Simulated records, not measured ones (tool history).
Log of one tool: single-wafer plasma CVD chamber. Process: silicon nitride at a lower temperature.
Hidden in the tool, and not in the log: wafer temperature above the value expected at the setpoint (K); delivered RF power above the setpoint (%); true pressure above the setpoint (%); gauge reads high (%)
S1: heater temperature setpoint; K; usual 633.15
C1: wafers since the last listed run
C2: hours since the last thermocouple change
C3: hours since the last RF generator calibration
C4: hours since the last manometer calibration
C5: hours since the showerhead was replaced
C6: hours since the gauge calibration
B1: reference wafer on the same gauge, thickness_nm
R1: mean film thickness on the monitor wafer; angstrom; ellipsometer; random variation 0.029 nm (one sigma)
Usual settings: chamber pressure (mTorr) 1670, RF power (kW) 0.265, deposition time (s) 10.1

{"run": 1, "hour": 0.0, "S1": 633.15, "chamber pressure (mTorr)": 1670, "RF power (kW)": 0.265, "deposition time (s)": 10.1, "C1": 0, "C2": 1668.5, "C3": 1947.3, "C4": 1247.5, "C5": 3288.2, "C6": 522.5, "B1": 12.7, "R1": 119.95}
{"run": 2, "hour": 34.6, "S1": 633.15, "chamber pressure (mTorr)": 1670, "RF power (kW)": 0.265, "deposition time (s)": 10.1, "C1": 839, "C2": 1703.1, "C3": 1981.9, "C4": 1282.1, "C5": 3322.8, "C6": 557.1, "B1": 12.697, "R1": 120.23}
{"run": 3, "hour": 52.6, "S1": 633.15, "chamber pressure (mTorr)": 1670, "RF power (kW)": 0.265, "deposition time (s)": 10.1, "C1": 436, "C2": 1721.1, "C3": 1999.9, "C4": 1300.1, "C5": 3340.8, "C6": 575.1, "B1": 12.69, "R1": 119.56}
{"run": 4, "hour": 77.1, "S1": 633.15, "chamber pressure (mTorr)": 1670, "RF power (kW)": 0.265, "deposition time (s)": 10.1, "C1": 594, "C2": 1745.6, "C3": 2024.4, "C4": 1324.6, "C5": 3365.3, "C6": 599.6, "B1": 12.695, "R1": 120}
{"run": 5, "hour": 107.9, "S1": 633.15, "chamber pressure (mTorr)": 1670, "RF power (kW)": 0.265, "deposition time (s)": 10.1, "C1": 746, "C2": 1776.4, "C3": 2055.2, "C4": 1355.4, "C5": 3396.1, "C6": 630.4, "B1": 12.705, "R1": 119.94}
{"run": 6, "hour": 122.8, "S1": 633.15, "chamber pressure (mTorr)": 1670, "RF power (kW)": 0.265, "deposition time (s)": 10.1, "C1": 361, "C2": 1791.3, "C3": 2070.1, "C4": 1370.3, "C5": 3411, "C6": 645.3, "B1": 12.692, "R1": 120.35}
{"run": 7, "hour": 135.1, "S1": 633.15, "chamber pressure (mTorr)": 1670, "RF power (kW)": 0.265, "deposition time (s)": 10.1, "C1": 298, "C2": 1803.6, "C3": 2082.4, "C4": 1382.6, "C5": 3423.3, "C6": 657.6, "B1": 12.709, "R1": 119.97}
{"hour": 164.5, "done": "capacitance manometer re-zeroed and calibrated"}
{"run": 8, "hour": 165.0, "S1": 633.15, "chamber pressure (mTorr)": 1670, "RF power (kW)": 0.265, "deposition time (s)": 10.1, "C1": 531, "C2": 1833.5, "C3": 2112.3, "C4": 0.5, "C5": 3453.2, "C6": 687.5, "B1": 12.704, "R1": 118.06}
{"hour": 184.6, "done": "gauge calibrated"}
{"run": 9, "hour": 193.1, "S1": 633.15, "chamber pressure (mTorr)": 1670, "RF power (kW)": 0.265, "deposition time (s)": 10.1, "C1": 681, "C2": 1861.6, "C3": 2140.4, "C4": 28.6, "C5": 3481.3, "C6": 8.5, "B1": 12.702, "R1": 118.68}
{"hour": 205.3, "done": "RF generator calibrated"}
{"run": 10, "hour": 206.3, "S1": 638.15, "chamber pressure (mTorr)": 1670, "RF power (kW)": 0.24, "deposition time (s)": 10.1, "C1": 126, "C2": 1874.8, "C3": 1, "C4": 41.8, "C5": 3494.5, "C6": 21.7, "B1": 12.702, "R1": 115.07}
{"run": 11, "hour": 220.0, "S1": 638.15, "chamber pressure (mTorr)": 1670, "RF power (kW)": 0.24, "deposition time (s)": 10.1, "C1": 332, "C2": 1888.5, "C3": 14.7, "C4": 55.5, "C5": 3508.2, "C6": 35.4, "B1": 12.699, "R1": 114.59}
{"run": 12, "hour": 252.4, "S1": 638.15, "chamber pressure (mTorr)": 1670, "RF power (kW)": 0.24, "deposition time (s)": 10.1, "C1": 785, "C2": 1920.9, "C3": 47.1, "C4": 87.9, "C5": 3540.6, "C6": 67.8, "B1": 12.708, "R1": 114.8}
{"run": 13, "hour": 272.7, "S1": 633.15, "chamber pressure (mTorr)": 1920, "RF power (kW)": 0.225, "deposition time (s)": 10.1, "C1": 492, "C2": 1941.2, "C3": 67.4, "C4": 108.2, "C5": 3560.9, "C6": 88.1, "B1": 12.703, "R1": 115.38}
{"run": 14, "hour": 310.5, "S1": 638.15, "chamber pressure (mTorr)": 1670, "RF power (kW)": 0.24, "deposition time (s)": 10.1, "C1": 916, "C2": 1979, "C3": 105.2, "C4": 146, "C5": 3598.7, "C6": 125.9, "B1": 12.697, "R1": 114.58}
{"hour": 327.1, "done": "showerhead replaced"}
{"run": 15, "hour": 332.4, "S1": 633.15, "chamber pressure (mTorr)": 2080, "RF power (kW)": 0.3, "deposition time (s)": 10.1, "C1": 337, "C2": 2000.9, "C3": 127.1, "C4": 167.9, "C5": 5.3, "C6": 147.8, "B1": 12.711, "R1": 136.33}
{"run": 16, "hour": 348.7, "S1": 633.15, "chamber pressure (mTorr)": 2070, "RF power (kW)": 0.295, "deposition time (s)": 10.1, "C1": 395, "C2": 2017.2, "C3": 143.4, "C4": 184.2, "C5": 21.6, "C6": 164.1, "B1": 12.706, "R1": 134.59}
{"run": 17, "hour": 375.1, "S1": 624.15, "chamber pressure (mTorr)": 1670, "RF power (kW)": 0.315, "deposition time (s)": 10.1, "C1": 640, "C2": 2043.6, "C3": 169.8, "C4": 210.6, "C5": 48, "C6": 190.5, "B1": 12.691, "R1": 131.71}
{"hour": 389.9, "done": "thermocouple changed; heater temperature recalibrated"}
{"run": 18, "hour": 405.0, "S1": 633.15, "chamber pressure (mTorr)": 1670, "RF power (kW)": 0.31, "deposition time (s)": 8.4, "C1": 531, "C2": 15.1, "C3": 199.7, "C4": 240.5, "C5": 77.9, "C6": 220.4, "B1": 12.705, "R1": 108.87}
{"run": 19, "hour": 428.8, "S1": 633.15, "chamber pressure (mTorr)": 1670, "RF power (kW)": 0.245, "deposition time (s)": 9.5, "C1": 577, "C2": 38.9, "C3": 223.5, "C4": 264.3, "C5": 101.7, "C6": 244.2, "B1": 12.694, "R1": 108.05}
{"run": 20, "hour": 462.0, "S1": 633.15, "chamber pressure (mTorr)": 1670, "RF power (kW)": 0.245, "deposition time (s)": 9.5, "C1": 805, "C2": 72.1, "C3": 256.7, "C4": 297.5, "C5": 134.9, "C6": 277.4, "B1": 12.703, "R1": 108.17}
{"run": 21, "hour": 480.9, "S1": 638.15, "chamber pressure (mTorr)": 1670, "RF power (kW)": 0.24, "deposition time (s)": 10.1, "C1": 458, "C2": 91, "C3": 275.6, "C4": 316.4, "C5": 153.8, "C6": 296.3, "B1": 12.697, "R1": 113.85}
{"run": 22, "hour": 512.3, "S1": 633.15, "chamber pressure (mTorr)": 1330, "RF power (kW)": 0.265, "deposition time (s)": 11.6, "C1": 761, "C2": 122.4, "C3": 307, "C4": 347.8, "C5": 185.2, "C6": 327.7, "B1": 12.702, "R1": 128.6}
{"run": 23, "hour": 528.9, "S1": 619.15, "chamber pressure (mTorr)": 1970, "RF power (kW)": 0.215, "deposition time (s)": 9.3, "C1": 402, "C2": 139, "C3": 323.6, "C4": 364.4, "C5": 201.8, "C6": 344.3, "B1": 12.697, "R1": 103.68}
{"run": 24, "hour": 550.0, "S1": 633.15, "chamber pressure (mTorr)": 1670, "RF power (kW)": 0.265, "deposition time (s)": 10.1, "C1": 511, "C2": 160.1, "C3": 344.7, "C4": 385.5, "C5": 222.9, "C6": 365.4, "B1": 12.695, "R1": 119.72}
{"run": 25, "hour": 566.1, "S1": 633.15, "chamber pressure (mTorr)": 1670, "RF power (kW)": 0.245, "deposition time (s)": 8.7, "C1": 390, "C2": 176.2, "C3": 360.8, "C4": 401.6, "C5": 239, "C6": 381.5, "B1": 12.696, "R1": 99.08}
{"run": 26, "hour": 590.0, "S1": 633.15, "chamber pressure (mTorr)": 1670, "RF power (kW)": 0.265, "deposition time (s)": 10.1, "C1": 579, "C2": 200.1, "C3": 384.7, "C4": 425.5, "C5": 262.9, "C6": 405.4, "B1": 12.708, "R1": 120.12}
{"run": 27, "hour": 623.7, "S1": 633.15, "chamber pressure (mTorr)": 1820, "RF power (kW)": 0.265, "deposition time (s)": 10.1, "C1": 817, "C2": 233.8, "C3": 418.4, "C4": 459.2, "C5": 296.6, "C6": 439.1, "B1": 12.693, "R1": 122.36}
{"run": 28, "hour": 655.9, "S1": 642.15, "chamber pressure (mTorr)": 1530, "RF power (kW)": 0.22, "deposition time (s)": 10.7, "C1": 780, "C2": 266, "C3": 450.6, "C4": 491.4, "C5": 328.8, "C6": 471.3, "B1": 12.697, "R1": 111.66}
{"run": 29, "hour": 678.4, "S1": 633.15, "chamber pressure (mTorr)": 1670, "RF power (kW)": 0.265, "deposition time (s)": 10.1, "C1": 545, "C2": 288.5, "C3": 473.1, "C4": 513.9, "C5": 351.3, "C6": 493.8, "B1": 12.712, "R1": 119.75}

Forecast each of these 4 alternatives for the next run:
{"run": "A", "hour": 678.8, "S1": 633.15, "chamber pressure (mTorr)": 1670, "RF power (kW)": 0.265, "deposition time (s)": 10.1, "C1": 9, "C2": 288.9, "C3": 473.5, "C4": 514.3, "C5": 351.7, "C6": 494.2, "B1": "?", "R1": "?"}
{"run": "B", "hour": 678.8, "S1": 628.15, "chamber pressure (mTorr)": 1430, "RF power (kW)": 0.265, "deposition time (s)": 10.1, "C1": 9, "C2": 288.9, "C3": 473.5, "C4": 514.3, "C5": 351.7, "C6": 494.2, "B1": "?", "R1": "?"}
{"run": "C", "hour": 678.8, "S1": 629.15, "chamber pressure (mTorr)": 1850, "RF power (kW)": 0.29, "deposition time (s)": 10.1, "C1": 9, "C2": 288.9, "C3": 473.5, "C4": 514.3, "C5": 351.7, "C6": 494.2, "B1": "?", "R1": "?"}
{"run": "D", "hour": 678.8, "S1": 633.15, "chamber pressure (mTorr)": 1670, "RF power (kW)": 0.265, "deposition time (s)": 10.9, "C1": 9, "C2": 288.9, "C3": 473.5, "C4": 514.3, "C5": 351.7, "C6": 494.2, "B1": "?", "R1": "?"}

run=A B1=12.693 R1=120.01
run=B B1=12.693 R1=115.05
run=C B1=12.693 R1=129.61
run=D B1=12.693 R1=129.5
Without the tool's hidden state the same runs would have given:
run=A R1=121.8
run=B R1=116.73
run=C R1=131.44
run=D R1=131.43
